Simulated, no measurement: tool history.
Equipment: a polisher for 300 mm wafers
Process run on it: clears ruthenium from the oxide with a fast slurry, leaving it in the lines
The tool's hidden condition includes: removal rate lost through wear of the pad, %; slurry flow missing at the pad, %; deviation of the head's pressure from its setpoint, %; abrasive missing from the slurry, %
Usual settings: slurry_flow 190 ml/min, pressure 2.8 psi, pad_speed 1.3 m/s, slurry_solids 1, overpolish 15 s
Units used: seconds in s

run,hour,slurry_flow,pressure,pad_speed,slurry_solids,overpolish,wafers since the last listed run,wafers polished on this pad,hours since the slurry nozzle was cleaned,hours since the head pressure was calibrated,hours since the slurry blender was calibrated,"incoming thickness of the incoming film, nm",seconds
1,0,190,2.8,1.3,1,15,0,261,284.2,980.8,249.9,283.5,55
2,10.2,190,2.8,1.3,1,15,115,376,294.4,991,260.1,284.8,56.2
3,24.1,190,2.8,1.3,1,15,157,534,308.3,1004.9,274,278.5,55.1
4,36,190,2.8,1.3,1,12,134,669,320.2,1016.8,285.9,279.5,55.2
5,47.5,190,2.8,1.3,1,15,130,799,331.7,1028.3,297.4,280.2,56
6,53.9,190,2.8,1.3,1,15,72,871,338.1,1034.7,303.8,279,54.5
# hour 58.8: worn pad replaced by a new one
7,66.9,145,2.8,1.3,1,15,101,91,351.1,1047.7,316.8,280.1,58.5
8,89.5,145,2.8,1.3,1,15,256,347,373.7,1070.3,339.4,280.3,59.4
9,104.9,145,2.8,1.3,1,15,174,522,389.1,1085.7,354.8,276.9,59
# hour 113.5: head pressure recalibrated
10,114.5,190,2.8,1.3,1,15,86,608,398.7,1,364.4,284.4,57.3
# hour 123.8: slurry nozzle cleaned
11,128.5,190,3.2,1.3,1.2,15,147,755,4.7,15,378.4,276.9,43.6
# hour 139.5: worn pad replaced by a new one, of another model than before
12,142,190,2.8,1.3,1.25,15,107,28,18.2,28.5,391.9,277.9,48.7
13,150,190,2.8,1.3,1,15,90,119,26.2,36.5,399.9,281.4,53.7
# hour 153: slurry blender recalibrated
14,163.9,130,2,1.3,1,15,134,254,40.1,50.4,10.9,279.6,65.1
15,176.7,135,3.1,1.64,0.75,15,145,399,52.9,63.2,23.7,284.8,52.1
16,194.2,190,2.8,1.3,1.25,15,198,597,70.4,80.7,41.2,283,50.2
# hour 210: worn pad replaced by a new one
17,210.5,145,2.8,1.44,1,23,139,5,86.7,97,57.5,275,51.1
18,216.9,190,2.8,1.02,1,15,72,77,93.1,103.4,63.9,276,59.7
19,230.2,190,2.8,1.3,1,15,150,228,106.4,116.7,77.2,278.9,53.6
20,242,190,2.8,1.12,1.1,15,133,362,118.2,128.5,89,281.5,55.2
21,270,190,2.8,1.3,1,15,317,679,146.2,156.5,117,283,53.4

What if the next run were any one of these 3? Each begins from the tool's condition after run 21:
A,270.4,190,3.4,1.3,1,15,4,683,146.6,156.9,117.4,282.9,?
B,270.4,190,3.7,1.72,0.75,15,4,683,146.6,156.9,117.4,282.9,?
C,270.4,190,2.8,1.12,0.7,15,4,683,146.6,156.9,117.4,282.9,?

run,seconds
A,48.7
B,44.3
C,67.1
Without the tool's unlogged condition, the same runs would have read:
run,seconds
A,48.4
B,44.1
C,66.8

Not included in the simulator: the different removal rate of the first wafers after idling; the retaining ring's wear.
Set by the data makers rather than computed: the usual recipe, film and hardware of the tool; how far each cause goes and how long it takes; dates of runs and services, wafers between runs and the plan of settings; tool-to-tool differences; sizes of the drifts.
